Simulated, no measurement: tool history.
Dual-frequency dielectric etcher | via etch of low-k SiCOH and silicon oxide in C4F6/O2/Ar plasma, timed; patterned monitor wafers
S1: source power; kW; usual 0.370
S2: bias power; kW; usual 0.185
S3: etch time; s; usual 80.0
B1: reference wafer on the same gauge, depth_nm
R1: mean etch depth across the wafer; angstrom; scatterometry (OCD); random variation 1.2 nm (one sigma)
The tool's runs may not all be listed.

{"run": 1, "hour": 0.0, "S1": 0.37, "S2": 0.185, "S3": 80.0, "B1": 210.9, "R1": 2077}
{"run": 2, "hour": 40.7, "S1": 0.37, "S2": 0.185, "S3": 80.0, "B1": 211.0, "R1": 2073}
{"run": 3, "hour": 117.7, "S1": 0.37, "S2": 0.158, "S3": 80.0, "B1": 210.9, "R1": 1975}
{"run": 4, "hour": 189.5, "S1": 0.37, "S2": 0.158, "S3": 80.0, "B1": 211.1, "R1": 1953}
{"run": 5, "hour": 268.5, "S1": 0.37, "S2": 0.185, "S3": 80.0, "B1": 211.1, "R1": 2025}
{"hour": 300.2, "done": "wet clean of the chamber"}
{"run": 6, "hour": 353.9, "S1": 0.37, "S2": 0.185, "S3": 80.0, "B1": 211.0, "R1": 2142}
{"hour": 396.3, "done": "bias power generator calibrated"}
{"run": 7, "hour": 408.2, "S1": 0.37, "S2": 0.185, "S3": 80.0, "B1": 211.0, "R1": 2137}
{"run": 8, "hour": 475.1, "S1": 0.3, "S2": 0.166, "S3": 80.0, "B1": 211.1, "R1": 1890}
{"run": 9, "hour": 610.9, "S1": 0.3, "S2": 0.166, "S3": 80.0, "B1": 210.9, "R1": 1861}
{"run": 10, "hour": 667.5, "S1": 0.3, "S2": 0.166, "S3": 80.0, "B1": 211.1, "R1": 1834}
{"run": 11, "hour": 766.4, "S1": 0.42, "S2": 0.185, "S3": 80.0, "B1": 211.0, "R1": 2167}
{"hour": 809.9, "done": "wet clean of the chamber"}
{"hour": 850.1, "done": "source power generator calibrated"}
{"run": 12, "hour": 850.6, "S1": 0.42, "S2": 0.185, "S3": 80.0, "B1": 211.0, "R1": 2221}
{"run": 13, "hour": 932.0, "S1": 0.31, "S2": 0.149, "S3": 80.0, "B1": 210.7, "R1": 1857}
{"run": 14, "hour": 1035.1, "S1": 0.42, "S2": 0.185, "S3": 80.0, "B1": 210.9, "R1": 2180}
{"hour": 1112.3, "done": "upper electrode replaced, of another model than before"}
{"run": 15, "hour": 1134.0, "S1": 0.45, "S2": 0.172, "S3": 60.0, "B1": 211.0, "R1": 1697}
{"run": 16, "hour": 1199.0, "S1": 0.29, "S2": 0.155, "S3": 80.0, "B1": 211.2, "R1": 1721}
{"run": 17, "hour": 1253.3, "S1": 0.37, "S2": 0.185, "S3": 80.0, "B1": 211.0, "R1": 2057}
{"hour": 1326.2, "done": "wet clean of the chamber"}
{"run": 18, "hour": 1326.7, "S1": 0.37, "S2": 0.185, "S3": 80.0, "B1": 210.9, "R1": 2140}
{"run": 19, "hour": 1398.1, "S1": 0.37, "S2": 0.185, "S3": 80.0, "B1": 211.2, "R1": 2111}
{"hour": 1464.4, "done": "gauge calibrated"}
{"run": 20, "hour": 1479.2, "S1": 0.37, "S2": 0.185, "S3": 80.0, "B1": 211.0, "R1": 2120}
{"run": 21, "hour": 1538.8, "S1": 0.4, "S2": 0.185, "S3": 80.0, "B1": 211.0, "R1": 2199}
{"hour": 1797.9, "done": "wet clean of the chamber"}
{"run": 22, "hour": 1837.4, "S1": 0.37, "S2": 0.215, "S3": 70.0, "B1": 211.2, "R1": 1898}
{"run": 23, "hour": 1891.0, "S1": 0.37, "S2": 0.151, "S3": 58.0, "B1": 211.1, "R1": 1485}
{"run": 24, "hour": 1984.7, "S1": 0.37, "S2": 0.185, "S3": 80.0, "B1": 210.8, "R1": 2094}
{"run": 25, "hour": 2034.8, "S1": 0.46, "S2": 0.225, "S3": 69.5, "B1": 211.0, "R1": 2101}
{"run": 26, "hour": 2075.7, "S1": 0.34, "S2": 0.197, "S3": 71.0, "B1": 211.0, "R1": 1775}
{"run": 27, "hour": 2160.1, "S1": 0.3, "S2": 0.197, "S3": 58.0, "B1": 210.9, "R1": 1338}
{"run": 28, "hour": 2214.2, "S1": 0.35, "S2": 0.146, "S3": 59.0, "B1": 210.9, "R1": 1404}
{"hour": 2281.6, "done": "wet clean of the chamber"}
{"run": 29, "hour": 2282.1, "S1": 0.31, "S2": 0.142, "S3": 80.0, "B1": 211.1, "R1": 1863}

Forecast each of these 4 alternatives for the next run:
{"run": "A", "hour": 2282.5, "S1": 0.37, "S2": 0.185, "S3": 80.0, "B1": "?", "R1": "?"}
{"run": "B", "hour": 2282.5, "S1": 0.42, "S2": 0.185, "S3": 57.5, "B1": "?", "R1": "?"}
{"run": "C", "hour": 2282.5, "S1": 0.32, "S2": 0.185, "S3": 98.5, "B1": "?", "R1": "?"}
{"run": "D", "hour": 2282.5, "S1": 0.33, "S2": 0.185, "S3": 63.0, "B1": "?", "R1": "?"}

run=A B1=210.9 R1=2136
run=B B1=210.9 R1=1645
run=C B1=210.9 R1=2419
run=D B1=210.9 R1=1575
Without the tool's hidden state the same runs would have given:
run=A R1=2122
run=B R1=1634
run=C R1=2403
run=D R1=1565
